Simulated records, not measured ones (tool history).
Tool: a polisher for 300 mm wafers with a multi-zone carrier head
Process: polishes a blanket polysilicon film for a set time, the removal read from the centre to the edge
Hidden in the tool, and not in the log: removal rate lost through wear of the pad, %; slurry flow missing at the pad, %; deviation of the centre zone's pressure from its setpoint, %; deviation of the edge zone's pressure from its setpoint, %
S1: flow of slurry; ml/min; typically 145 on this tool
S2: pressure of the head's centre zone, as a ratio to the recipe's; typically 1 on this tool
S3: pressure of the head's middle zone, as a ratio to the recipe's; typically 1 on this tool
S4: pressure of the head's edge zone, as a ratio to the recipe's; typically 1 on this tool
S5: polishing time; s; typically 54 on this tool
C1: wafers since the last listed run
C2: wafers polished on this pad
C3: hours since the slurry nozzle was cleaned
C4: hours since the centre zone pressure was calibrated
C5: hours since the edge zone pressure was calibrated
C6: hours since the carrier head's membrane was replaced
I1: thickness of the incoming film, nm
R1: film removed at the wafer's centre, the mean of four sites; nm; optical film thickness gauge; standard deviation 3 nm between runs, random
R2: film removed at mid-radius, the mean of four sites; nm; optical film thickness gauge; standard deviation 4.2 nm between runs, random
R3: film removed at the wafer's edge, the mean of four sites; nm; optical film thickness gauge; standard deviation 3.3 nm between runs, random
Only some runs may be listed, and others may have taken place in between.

run   hour   S1    S2    S3    S4  S5   C1    C2     C3     C4     C5      C6      I1     R1     R2     R3
  1      0  145     1     1  0.91  44    0   325   94.1  597.8  200.6    1041    1711  291.4  322.2  314.5
  2   57.7  145     1     1     1  54  464   790  151.8  655.5  258.3  1098.7  1702.5  353.9  394.3  395.8
  3   89.5  145     1     1     1  54  256  1046  183.6  687.3  290.1  1130.5  1715.7  354.5  398.9  396.3
      99.2  -- worn pad replaced by a new one
  4  115.1  145     1     1     1  54  174   128  209.2  712.9  315.7  1156.1    1720  354.7  402.1  399.8
  5  145.5  145     1     1     1  54  244   373  239.6  743.3  346.1  1186.5  1715.6  354.3  397.3  398.7
  6  158.9  145     1     1     1  54  107   481    253  756.7  359.5  1199.9  1672.9  356.5  395.3  400.2
  7  174.1  145     1     1     1  54  122   603  268.2  771.9  374.7  1215.1  1682.5    353  402.8    399
  8  187.1  145     1     1     1  54  104   708  281.2  784.9  387.7  1228.1  1681.6  354.1  399.8  400.3
     197.4  -- slurry nozzle cleaned
  9  219.7  145     1     1     1  54  254   963   22.3  817.5  420.3  1260.7  1703.7  353.8    395    397
 10  232.4   95  1.07     1  0.95  54  102  1065     35  830.2    433  1273.4  1721.1  347.4  364.5  367.8
     251.2  -- worn pad replaced by a new one
 11  262.5  100  0.92  0.97     1  37  210    91   65.1  860.3  463.1  1303.5  1724.9  203.8  252.8  262.9
 12  280.3  145     1  1.07     1  54  143   234   82.9  878.1  480.9  1321.3  1708.2  348.6  418.2  401.9
 13  293.2  145  1.11     1     1  39  103   338   95.8    891  493.8  1334.2  1717.7  277.4  285.3  284.1
     309.6  -- carrier head's membrane replaced by a new one
 14  331.5  145     1     1     1  54  268   607  134.1  929.3  532.1    21.9  1708.4  352.4  393.4  403.2
       341  -- centre zone pressure recalibrated
     352.6  -- edge zone pressure recalibrated
 15    360   95     1  1.05     1  60  197   804  162.6     19    7.4    50.4  1721.5  410.1  417.5  416.8
     392.4  -- worn pad replaced by a new one
 16  392.9  145  1.08     1     1  54  232     3  195.5   51.9   40.3    83.3  1705.4  428.4  391.8  393.4
 17  417.5  145  0.89     1     1  54  198   202  220.1   76.5   64.9   107.9  1715.4  353.7  397.5  399.3
 18    440  145     1     1     1  54  181   383  242.6     99   87.4   130.4  1693.9    398  394.8  397.9
 19    455  145     1     1  1.12  54  120   504  257.6    114  102.4   145.4  1708.6  385.6  406.3  423.4

Below are 5 alternative next runs, each starting from the tool's condition after run 19. Predict each:
  A  455.4  145     1     1     1  49   3  507  258  114.4  102.8  145.8  1696.7   ?   ?   ?
  B  455.4  105     1     1  0.95  54   3  507  258  114.4  102.8  145.8  1696.7   ?   ?   ?
  C  455.4  195     1     1     1  63   3  507  258  114.4  102.8  145.8  1696.7   ?   ?   ?
  D  455.4  160     1     1     1  54   3  507  258  114.4  102.8  145.8  1696.7   ?   ?   ?
  E  455.4  170  0.95  0.96  1.12  54   3  507  258  114.4  102.8  145.8  1696.7   ?   ?   ?

run     R1     R2     R3
  A  355.3  363.1  358.4
  B  365.1  376.3  369.9
  C  480.7  488.5  476.3
  D  398.7  406.7  399.6
  E  382.6    401  424.1
What these runs would have given with no unlogged condition in the tool:
run     R1     R2     R3
  A  361.8    363  358.4
  B  371.9  376.3  369.9
  C  489.6  488.5  476.3
  D  406.1  406.6  399.6
  E  389.7    401  424.1

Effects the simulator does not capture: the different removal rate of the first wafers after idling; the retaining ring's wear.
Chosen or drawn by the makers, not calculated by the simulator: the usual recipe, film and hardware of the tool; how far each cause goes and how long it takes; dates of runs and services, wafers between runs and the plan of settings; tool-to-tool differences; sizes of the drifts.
